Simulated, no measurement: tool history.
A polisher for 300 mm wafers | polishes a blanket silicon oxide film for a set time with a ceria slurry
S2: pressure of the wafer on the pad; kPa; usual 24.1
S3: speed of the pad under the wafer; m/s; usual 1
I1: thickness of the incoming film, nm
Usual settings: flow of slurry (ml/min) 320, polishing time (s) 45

{"run": 1, "hour": 0.0, "flow of slurry (ml/min)": 320, "S2": 24.1, "S3": 1, "polishing time (s)": 45, "I1": 853.6, "film removed (nm)": 211.9}
{"run": 2, "hour": 84.5, "flow of slurry (ml/min)": 320, "S2": 24.1, "S3": 1, "polishing time (s)": 45, "I1": 855.7, "film removed (nm)": 212.8}
{"run": 3, "hour": 131.6, "flow of slurry (ml/min)": 320, "S2": 24.1, "S3": 1, "polishing time (s)": 45, "I1": 870.2, "film removed (nm)": 209.6}
{"run": 4, "hour": 209.4, "flow of slurry (ml/min)": 320, "S2": 24.1, "S3": 1, "polishing time (s)": 45, "I1": 875.3, "film removed (nm)": 203.7}
{"hour": 246.5, "done": "worn pad replaced by a new one"}
{"run": 5, "hour": 257.7, "flow of slurry (ml/min)": 320, "S2": 24.1, "S3": 1, "polishing time (s)": 45, "I1": 860, "film removed (nm)": 207.2}
{"run": 6, "hour": 297.6, "flow of slurry (ml/min)": 320, "S2": 24.1, "S3": 1, "polishing time (s)": 45, "I1": 857.6, "film removed (nm)": 204.3}
{"run": 7, "hour": 370.9, "flow of slurry (ml/min)": 320, "S2": 24.1, "S3": 1, "polishing time (s)": 45, "I1": 861.7, "film removed (nm)": 203.2}
{"run": 8, "hour": 465.1, "flow of slurry (ml/min)": 320, "S2": 24.1, "S3": 1, "polishing time (s)": 45, "I1": 854.1, "film removed (nm)": 196.5}
{"run": 9, "hour": 547.4, "flow of slurry (ml/min)": 320, "S2": 24.1, "S3": 1, "polishing time (s)": 45, "I1": 861.4, "film removed (nm)": 193.4}
{"hour": 683.1, "done": "slurry nozzle cleaned"}
{"run": 10, "hour": 774.3, "flow of slurry (ml/min)": 320, "S2": 24.1, "S3": 1, "polishing time (s)": 45, "I1": 854.8, "film removed (nm)": 190.8}
{"run": 11, "hour": 810.9, "flow of slurry (ml/min)": 320, "S2": 24.1, "S3": 1.2, "polishing time (s)": 45, "I1": 841, "film removed (nm)": 229.6}
{"hour": 859.7, "done": "head pressure recalibrated"}
{"run": 12, "hour": 908.1, "flow of slurry (ml/min)": 420, "S2": 24.1, "S3": 1, "polishing time (s)": 29, "I1": 868.1, "film removed (nm)": 142.3}
{"run": 13, "hour": 993.6, "flow of slurry (ml/min)": 320, "S2": 19.3, "S3": 0.66, "polishing time (s)": 45, "I1": 859.2, "film removed (nm)": 115.8}
{"hour": 1043.5, "done": "worn pad replaced by a new one"}
{"run": 14, "hour": 1077.5, "flow of slurry (ml/min)": 320, "S2": 24.1, "S3": 1.16, "polishing time (s)": 45, "I1": 863.4, "film removed (nm)": 245.8}
{"run": 15, "hour": 1124.8, "flow of slurry (ml/min)": 410, "S2": 24.1, "S3": 1, "polishing time (s)": 35, "I1": 857.6, "film removed (nm)": 162.5}
{"run": 16, "hour": 1184.9, "flow of slurry (ml/min)": 320, "S2": 24.1, "S3": 1, "polishing time (s)": 45, "I1": 861, "film removed (nm)": 206.8}
{"run": 17, "hour": 1224.5, "flow of slurry (ml/min)": 320, "S2": 24.1, "S3": 1, "polishing time (s)": 45, "I1": 853.9, "film removed (nm)": 206.1}
{"run": 18, "hour": 1327.2, "flow of slurry (ml/min)": 225, "S2": 24.1, "S3": 1.18, "polishing time (s)": 45, "I1": 856.6, "film removed (nm)": 231.4}
{"hour": 1385.9, "done": "slurry nozzle cleaned"}
{"run": 19, "hour": 1390.9, "flow of slurry (ml/min)": 375, "S2": 24.1, "S3": 1, "polishing time (s)": 45, "I1": 863.3, "film removed (nm)": 203.9}
{"run": 20, "hour": 1493.0, "flow of slurry (ml/min)": 370, "S2": 24.1, "S3": 1, "polishing time (s)": 60, "I1": 867.7, "film removed (nm)": 270.2}
{"run": 21, "hour": 1555.4, "flow of slurry (ml/min)": 320, "S2": 24.1, "S3": 1, "polishing time (s)": 45, "I1": 855.2, "film removed (nm)": 195.8}
{"run": 22, "hour": 1621.9, "flow of slurry (ml/min)": 320, "S2": 24.1, "S3": 0.84, "polishing time (s)": 45, "I1": 858.9, "film removed (nm)": 165.2}
{"hour": 1715.0, "done": "worn pad replaced by a new one"}
{"run": 23, "hour": 1720.2, "flow of slurry (ml/min)": 220, "S2": 24.1, "S3": 1.26, "polishing time (s)": 45, "I1": 869.7, "film removed (nm)": 233.8}
{"hour": 1753.1, "done": "head pressure recalibrated"}
{"run": 24, "hour": 1773.7, "flow of slurry (ml/min)": 410, "S2": 24.1, "S3": 1, "polishing time (s)": 35, "I1": 848.1, "film removed (nm)": 166.9}
{"run": 25, "hour": 1880.7, "flow of slurry (ml/min)": 320, "S2": 24.1, "S3": 1, "polishing time (s)": 58, "I1": 844.7, "film removed (nm)": 271.9}
{"run": 26, "hour": 1982.3, "flow of slurry (ml/min)": 320, "S2": 20.7, "S3": 1, "polishing time (s)": 40, "I1": 866, "film removed (nm)": 161.3}
{"run": 27, "hour": 2089.1, "flow of slurry (ml/min)": 320, "S2": 20, "S3": 1.12, "polishing time (s)": 45, "I1": 866.2, "film removed (nm)": 194.1}
{"run": 28, "hour": 2173.6, "flow of slurry (ml/min)": 320, "S2": 24.1, "S3": 1.14, "polishing time (s)": 32, "I1": 864.6, "film removed (nm)": 162.8}
{"hour": 2202.3, "done": "slurry nozzle cleaned"}
{"run": 29, "hour": 2235.2, "flow of slurry (ml/min)": 320, "S2": 20.7, "S3": 0.76, "polishing time (s)": 45, "I1": 849.1, "film removed (nm)": 131.4}
{"run": 30, "hour": 2331.5, "flow of slurry (ml/min)": 320, "S2": 24.1, "S3": 1, "polishing time (s)": 45, "I1": 848.3, "film removed (nm)": 201.2}
{"hour": 2463.9, "done": "worn pad replaced by a new one"}
{"hour": 2554.0, "done": "head pressure recalibrated"}
{"run": 31, "hour": 2607.8, "flow of slurry (ml/min)": 320, "S2": 24.1, "S3": 1, "polishing time (s)": 55, "I1": 866.7, "film removed (nm)": 254}
{"run": 32, "hour": 2661.5, "flow of slurry (ml/min)": 320, "S2": 24.1, "S3": 1.26, "polishing time (s)": 52, "I1": 854.5, "film removed (nm)": 308.6}
{"run": 33, "hour": 2729.8, "flow of slurry (ml/min)": 285, "S2": 29, "S3": 1, "polishing time (s)": 61, "I1": 862, "film removed (nm)": 329.6}
{"run": 34, "hour": 2823.4, "flow of slurry (ml/min)": 320, "S2": 24.1, "S3": 1, "polishing time (s)": 36, "I1": 867.8, "film removed (nm)": 161.8}
{"run": 35, "hour": 2897.5, "flow of slurry (ml/min)": 380, "S2": 30.3, "S3": 0.88, "polishing time (s)": 45, "I1": 861.7, "film removed (nm)": 221.4}
{"run": 36, "hour": 2978.5, "flow of slurry (ml/min)": 290, "S2": 24.1, "S3": 1, "polishing time (s)": 45, "I1": 867.4, "film removed (nm)": 199.3}

Forecast each of these 5 alternatives for the next run:
{"run": "A", "hour": 2978.9, "flow of slurry (ml/min)": 320, "S2": 24.1, "S3": 0.64, "polishing time (s)": 45, "I1": 854, "film removed (nm)": "?"}
{"run": "B", "hour": 2978.9, "flow of slurry (ml/min)": 320, "S2": 24.1, "S3": 0.7, "polishing time (s)": 53, "I1": 854, "film removed (nm)": "?"}
{"run": "C", "hour": 2978.9, "flow of slurry (ml/min)": 320, "S2": 24.1, "S3": 1, "polishing time (s)": 53, "I1": 854, "film removed (nm)": "?"}
{"run": "D", "hour": 2978.9, "flow of slurry (ml/min)": 245, "S2": 24.1, "S3": 1, "polishing time (s)": 45, "I1": 854, "film removed (nm)": "?"}
{"run": "E", "hour": 2978.9, "flow of slurry (ml/min)": 405, "S2": 24.1, "S3": 1.16, "polishing time (s)": 45, "I1": 854, "film removed (nm)": "?"}

run=A film_removed_(nm)=128.9
run=B film_removed_(nm)=166
run=C film_removed_(nm)=237.2
run=D film_removed_(nm)=196.1
run=E film_removed_(nm)=237.9
Without the tool's hidden state the same runs would have given:
run=A film_removed_(nm)=136.6
run=B film_removed_(nm)=176
run=C film_removed_(nm)=251.4
run=D film_removed_(nm)=207.8
run=E film_removed_(nm)=252.1

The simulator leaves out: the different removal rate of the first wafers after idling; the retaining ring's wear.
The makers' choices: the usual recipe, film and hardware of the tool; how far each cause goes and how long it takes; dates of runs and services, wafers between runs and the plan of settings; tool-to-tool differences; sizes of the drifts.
